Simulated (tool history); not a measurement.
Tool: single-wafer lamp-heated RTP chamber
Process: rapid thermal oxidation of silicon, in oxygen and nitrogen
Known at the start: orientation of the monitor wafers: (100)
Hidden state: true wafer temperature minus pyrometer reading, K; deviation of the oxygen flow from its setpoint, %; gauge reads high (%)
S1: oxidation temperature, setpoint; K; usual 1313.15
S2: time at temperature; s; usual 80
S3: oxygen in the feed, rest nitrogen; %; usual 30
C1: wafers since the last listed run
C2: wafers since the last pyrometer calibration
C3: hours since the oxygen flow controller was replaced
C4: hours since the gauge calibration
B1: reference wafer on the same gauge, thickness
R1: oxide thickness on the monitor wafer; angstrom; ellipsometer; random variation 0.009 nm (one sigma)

| run | day | S1 | S2 | S3 | C1 | C2 | C3 | C4 | B1 | R1 |
|---|---|---|---|---|---|---|---|---|---|---|
| 1 | 0 | 1313.15 | 80 | 30 | 0 | 2551 | 2614.1 | 308.6 | 5.54 | 60.81 |
| 2 | 0.342 | 1313.15 | 80 | 30 | 51 | 2602 | 2622.3 | 316.8 | 5.54 | 60.8 |
| 3 | 1.621 | 1313.15 | 80 | 30 | 193 | 2795 | 2653 | 347.5 | 5.54 | 60.88 |
| 4 | 1.975 | 1313.15 | 80 | 30 | 53 | 2849 | 2661.5 | 356 | 5.539 | 60.92 |
| 5 | 2.392 | 1313.15 | 80 | 30 | 62 | 2912 | 2671.5 | 366 | 5.54 | 60.97 |
| 6 | 2.942 | 1329.15 | 80 | 30 | 83 | 2995 | 2684.7 | 379.2 | 5.539 | 68.05 |
| 7 | 3.283 | 1329.15 | 80 | 30 | 51 | 3047 | 2692.9 | 387.4 | 5.54 | 68.04 |
| 8 | 3.846 | 1329.15 | 80 | 30 | 84 | 3131 | 2706.4 | 400.9 | 5.541 | 67.88 |
| 9 | 4.171 | 1313.15 | 98 | 30 | 49 | 3181 | 2714.2 | 408.7 | 5.54 | 66.9 |
| 10 | 4.612 | 1299.15 | 80 | 30 | 66 | 3247 | 2724.8 | 419.3 | 5.541 | 55.59 |
| 11 | 5.333 | 1299.15 | 80 | 30 | 108 | 3356 | 2742.1 | 436.6 | 5.539 | 55.57 |
|  | 6.275 | pyrometer window cleaned and pyrometer calibrated |
| 12 | 6.296 | 1299.15 | 80 | 30 | 95 | 2 | 2765.2 | 459.7 | 5.538 | 54.78 |
| 13 | 6.638 | 1313.15 | 80 | 30 | 51 | 54 | 2773.4 | 467.9 | 5.541 | 60.42 |
| 14 | 6.921 | 1313.15 | 80 | 30 | 42 | 97 | 2780.2 | 474.7 | 5.541 | 60.4 |
| 15 | 7.658 | 1313.15 | 80 | 30 | 111 | 208 | 2797.9 | 492.4 | 5.54 | 60.3 |
|  | 7.862 | gauge calibrated |
| 16 | 7.917 | 1313.15 | 80 | 30 | 39 | 247 | 2804.1 | 1.3 | 5.539 | 60.44 |
|  | 8.738 | oxygen flow controller replaced |
| 17 | 8.758 | 1313.15 | 105 | 30 | 76 | 324 | 0.5 | 21.5 | 5.54 | 68.02 |
| 18 | 9.367 | 1313.15 | 80 | 17 | 91 | 416 | 15.1 | 36.1 | 5.54 | 49.84 |
| 19 | 9.633 | 1341.15 | 67 | 30 | 40 | 456 | 21.5 | 42.5 | 5.54 | 67.35 |
| 20 | 10.138 | 1332.15 | 43 | 17 | 76 | 532 | 33.6 | 54.6 | 5.541 | 43.47 |
| 21 | 10.696 | 1313.15 | 80 | 30 | 84 | 617 | 47 | 68 | 5.539 | 60.48 |
| 22 | 11.046 | 1313.15 | 80 | 47 | 52 | 669 | 55.4 | 76.4 | 5.54 | 70.73 |
| 23 | 11.333 | 1305.15 | 80 | 44 | 43 | 713 | 62.3 | 83.3 | 5.54 | 65.21 |
| 24 | 11.696 | 1342.15 | 46 | 17 | 54 | 768 | 71 | 92 | 5.54 | 47.57 |
| 25 | 12.4 | 1313.15 | 114 | 52 | 106 | 874 | 87.9 | 108.9 | 5.541 | 86.02 |
| 26 | 12.8 | 1296.15 | 102 | 17 | 60 | 934 | 97.5 | 118.5 | 5.542 | 49.51 |
| 27 | 13.454 | 1300.15 | 93 | 30 | 98 | 1033 | 113.2 | 134.2 | 5.541 | 58.97 |
| 28 | 14.146 | 1335.15 | 93 | 57 | 104 | 1138 | 129.8 | 150.8 | 5.54 | 94.29 |
| 29 | 14.421 | 1313.15 | 80 | 30 | 41 | 1179 | 136.4 | 157.4 | 5.54 | 60.45 |
| 30 | 15 | 1313.15 | 80 | 30 | 87 | 1267 | 150.3 | 171.3 | 5.539 | 60.52 |
| 31 | 15.692 | 1296.15 | 63 | 49 | 104 | 1371 | 166.9 | 187.9 | 5.54 | 57.44 |
| 32 | 16.992 | 1336.15 | 63 | 30 | 196 | 1567 | 198.1 | 219.1 | 5.54 | 63.49 |
| 33 | 17.5 | 1301.15 | 116 | 30 | 76 | 1644 | 210.3 | 231.3 | 5.538 | 65.54 |
| 34 | 17.921 | 1336.15 | 46 | 17 | 63 | 1708 | 220.4 | 241.4 | 5.54 | 46.01 |
| 35 | 18.546 | 1313.15 | 80 | 30 | 94 | 1802 | 235.4 | 256.4 | 5.54 | 60.57 |
| 36 | 19.183 | 1289.15 | 67 | 43 | 96 | 1898 | 250.7 | 271.7 | 5.54 | 53.92 |
| 37 | 19.471 | 1313.15 | 80 | 30 | 43 | 1942 | 257.6 | 278.6 | 5.541 | 60.71 |

How the hidden state differs across the entries between the runs, from the last listed run before each to the first after it:
Between runs 11 and 12: pyrometer window cleaned and pyrometer calibrated (day 6.275)
  true wafer temperature minus pyrometer reading, K: 2.17 -> 0.0928
  measured less the result without the state, R1: +0.81 -> +0.04 angstrom
Between runs 15 and 16: gauge calibrated (day 7.862)
  true wafer temperature minus pyrometer reading, K: 0.101 -> 0.104
  measured less the result without the state, R1: +0.04 -> +0.04 angstrom
Between runs 16 and 17: oxygen flow controller replaced (day 8.738)
  true wafer temperature minus pyrometer reading, K: 0.104 -> 0.118
  measured less the result without the state, R1: +0.04 -> +0.06 angstrom
